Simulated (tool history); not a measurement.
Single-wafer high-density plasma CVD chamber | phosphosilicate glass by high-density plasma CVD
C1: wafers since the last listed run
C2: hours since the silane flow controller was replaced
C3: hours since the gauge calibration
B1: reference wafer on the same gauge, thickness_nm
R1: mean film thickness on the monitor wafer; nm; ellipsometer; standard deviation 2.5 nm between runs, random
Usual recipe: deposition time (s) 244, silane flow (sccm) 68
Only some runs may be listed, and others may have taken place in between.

{"run": 1, "hour": 0.0, "deposition time (s)": 220, "silane flow (sccm)": 68, "C1": 0, "C2": 2385.7, "C3": 144.1, "B1": 1469.675, "R1": 1501.284}
{"run": 2, "hour": 6.7, "deposition time (s)": 244, "silane flow (sccm)": 59, "C1": 38, "C2": 2392.4, "C3": 150.8, "B1": 1469.893, "R1": 1559.526}
{"run": 3, "hour": 21.0, "deposition time (s)": 244, "silane flow (sccm)": 68, "C1": 82, "C2": 2406.7, "C3": 165.1, "B1": 1470.089, "R1": 1667.07}
{"run": 4, "hour": 31.3, "deposition time (s)": 244, "silane flow (sccm)": 68, "C1": 59, "C2": 2417, "C3": 175.4, "B1": 1469.836, "R1": 1669.067}
{"run": 5, "hour": 45.7, "deposition time (s)": 244, "silane flow (sccm)": 68, "C1": 82, "C2": 2431.4, "C3": 189.8, "B1": 1470.24, "R1": 1665.247}
{"run": 6, "hour": 54.7, "deposition time (s)": 244, "silane flow (sccm)": 68, "C1": 51, "C2": 2440.4, "C3": 198.8, "B1": 1469.949, "R1": 1669.863}
{"hour": 66.1, "done": "silane flow controller replaced"}
{"run": 7, "hour": 66.6, "deposition time (s)": 244, "silane flow (sccm)": 68, "C1": 22, "C2": 0.5, "C3": 210.7, "B1": 1469.789, "R1": 1667.541}
{"run": 8, "hour": 69.8, "deposition time (s)": 244, "silane flow (sccm)": 68, "C1": 18, "C2": 3.7, "C3": 213.9, "B1": 1469.997, "R1": 1669.954}
{"run": 9, "hour": 80.6, "deposition time (s)": 267, "silane flow (sccm)": 75, "C1": 61, "C2": 14.5, "C3": 224.7, "B1": 1470.05, "R1": 1922.372}
{"hour": 84.8, "done": "gauge calibrated"}
{"run": 10, "hour": 87.7, "deposition time (s)": 226, "silane flow (sccm)": 68, "C1": 40, "C2": 21.6, "C3": 2.9, "B1": 1470.211, "R1": 1545.733}
{"run": 11, "hour": 107.7, "deposition time (s)": 204, "silane flow (sccm)": 55, "C1": 114, "C2": 41.6, "C3": 22.9, "B1": 1469.687, "R1": 1262.152}
{"run": 12, "hour": 149.4, "deposition time (s)": 262, "silane flow (sccm)": 59, "C1": 239, "C2": 83.3, "C3": 64.6, "B1": 1469.867, "R1": 1678.598}
{"run": 13, "hour": 159.9, "deposition time (s)": 216, "silane flow (sccm)": 60, "C1": 60, "C2": 93.8, "C3": 75.1, "B1": 1470.182, "R1": 1389.986}
{"run": 14, "hour": 174.4, "deposition time (s)": 229, "silane flow (sccm)": 57, "C1": 83, "C2": 108.3, "C3": 89.6, "B1": 1470.142, "R1": 1438.663}
{"run": 15, "hour": 181.5, "deposition time (s)": 197, "silane flow (sccm)": 76, "C1": 40, "C2": 115.4, "C3": 96.7, "B1": 1469.895, "R1": 1426.839}
{"run": 16, "hour": 217.8, "deposition time (s)": 244, "silane flow (sccm)": 68, "C1": 208, "C2": 151.7, "C3": 133, "B1": 1469.819, "R1": 1671.32}

What was the tool's hidden state at every run in the log?
delivered silane flow above the setpoint (%): 0 at every run
gauge reads high (%): 0 at every run
